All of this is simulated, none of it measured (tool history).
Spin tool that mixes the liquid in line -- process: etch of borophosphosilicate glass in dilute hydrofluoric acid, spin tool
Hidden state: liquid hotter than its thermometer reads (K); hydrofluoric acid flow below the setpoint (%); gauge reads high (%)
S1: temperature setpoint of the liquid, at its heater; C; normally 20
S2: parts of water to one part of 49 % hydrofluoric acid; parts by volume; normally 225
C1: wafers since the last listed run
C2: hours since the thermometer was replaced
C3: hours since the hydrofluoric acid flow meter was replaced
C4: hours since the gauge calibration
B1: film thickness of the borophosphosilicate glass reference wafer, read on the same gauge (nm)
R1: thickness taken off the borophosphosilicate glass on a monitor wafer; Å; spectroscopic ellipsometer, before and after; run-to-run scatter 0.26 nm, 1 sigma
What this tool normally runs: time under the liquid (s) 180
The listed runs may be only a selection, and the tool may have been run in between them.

run 1 hour=0 | S1=20 S2=225 time_under_the_liquid_(s)=145 | C1=0 C2=2143.1 C3=336.8 C4=7.8 | B1=50.02 | R1=230.5
run 2 hour=16.8 | S1=20 S2=225 time_under_the_liquid_(s)=145 | C1=100 C2=2159.9 C3=353.6 C4=24.6 | B1=49.97 | R1=231.4
run 3 hour=23 | S1=22 S2=225 time_under_the_liquid_(s)=180 | C1=37 C2=2166.1 C3=359.8 C4=30.8 | B1=50.02 | R1=316.1
run 4 hour=38 | S1=20 S2=225 time_under_the_liquid_(s)=180 | C1=89 C2=2181.1 C3=374.8 C4=45.8 | B1=50.01 | R1=290.3
run 5 hour=55.5 | S1=20 S2=225 time_under_the_liquid_(s)=115 | C1=104 C2=2198.6 C3=392.3 C4=63.3 | B1=49.99 | R1=184.3
run 6 hour=72.1 | S1=20 S2=225 time_under_the_liquid_(s)=115 | C1=99 C2=2215.2 C3=408.9 C4=79.9 | B1=50.05 | R1=183.1
run 7 hour=85 | S1=20 S2=225 time_under_the_liquid_(s)=115 | C1=77 C2=2228.1 C3=421.8 C4=92.8 | B1=49.96 | R1=180.5
run 8 hour=92.2 | S1=20 S2=270 time_under_the_liquid_(s)=180 | C1=43 C2=2235.3 C3=429 C4=100 | B1=50.01 | R1=225
run 9 hour=106.7 | S1=20 S2=270 time_under_the_liquid_(s)=180 | C1=86 C2=2249.8 C3=443.5 C4=114.5 | B1=50 | R1=226.9
run 10 hour=119.5 | S1=20 S2=270 time_under_the_liquid_(s)=180 | C1=76 C2=2262.6 C3=456.3 C4=127.3 | B1=49.96 | R1=223.5
run 11 hour=126.1 | S1=20 S2=225 time_under_the_liquid_(s)=180 | C1=39 C2=2269.2 C3=462.9 C4=133.9 | B1=50 | R1=284.2
run 12 hour=138.1 | S1=20 S2=225 time_under_the_liquid_(s)=180 | C1=71 C2=2281.2 C3=474.9 C4=145.9 | B1=50 | R1=283.5
run 13 hour=146.1 | S1=20 S2=225 time_under_the_liquid_(s)=180 | C1=47 C2=2289.2 C3=482.9 C4=153.9 | B1=49.98 | R1=281.4
run 14 hour=154.8 | S1=22.5 S2=225 time_under_the_liquid_(s)=180 | C1=52 C2=2297.9 C3=491.6 C4=162.6 | B1=50.03 | R1=305.5
-- hour=162.5 hydrofluoric acid flow meter replaced
run 15 hour=163.9 | S1=20 S2=275 time_under_the_liquid_(s)=220 | C1=48 C2=2307 C3=1.4 C4=171.7 | B1=50.01 | R1=296.7
run 16 hour=180.5 | S1=21.5 S2=225 time_under_the_liquid_(s)=260 | C1=99 C2=2323.6 C3=18 C4=188.3 | B1=50.06 | R1=472.7
run 17 hour=195.2 | S1=17.5 S2=120 time_under_the_liquid_(s)=80 | C1=88 C2=2338.3 C3=32.7 C4=203 | B1=50.03 | R1=260
run 18 hour=204.9 | S1=20 S2=130 time_under_the_liquid_(s)=180 | C1=58 C2=2348 C3=42.4 C4=212.7 | B1=50.02 | R1=584.5
-- hour=218.5 gauge calibrated
run 19 hour=222.4 | S1=20 S2=130 time_under_the_liquid_(s)=180 | C1=104 C2=2365.5 C3=59.9 C4=3.9 | B1=50 | R1=576.4
-- hour=230 thermometer replaced
run 20 hour=234.8 | S1=20 S2=195 time_under_the_liquid_(s)=270 | C1=68 C2=4.8 C3=72.3 C4=16.3 | B1=50 | R1=542.8
run 21 hour=252.6 | S1=22 S2=170 time_under_the_liquid_(s)=180 | C1=106 C2=22.6 C3=90.1 C4=34.1 | B1=49.95 | R1=461.8
run 22 hour=299.2 | S1=20 S2=225 time_under_the_liquid_(s)=180 | C1=279 C2=69.2 C3=136.7 C4=80.7 | B1=50.01 | R1=305.2

The next listed run, before its measurement:
run 23 hour=308.8 | S1=22 S2=170 time_under_the_liquid_(s)=180 | C1=57 C2=78.8 C3=146.3 C4=90.3 | B1=? | R1=?

Run 23 gave B1 49.98, R1 450.3 Å.
Had the tool carried no hidden state, the very same run would have given R1 463.2 Å.
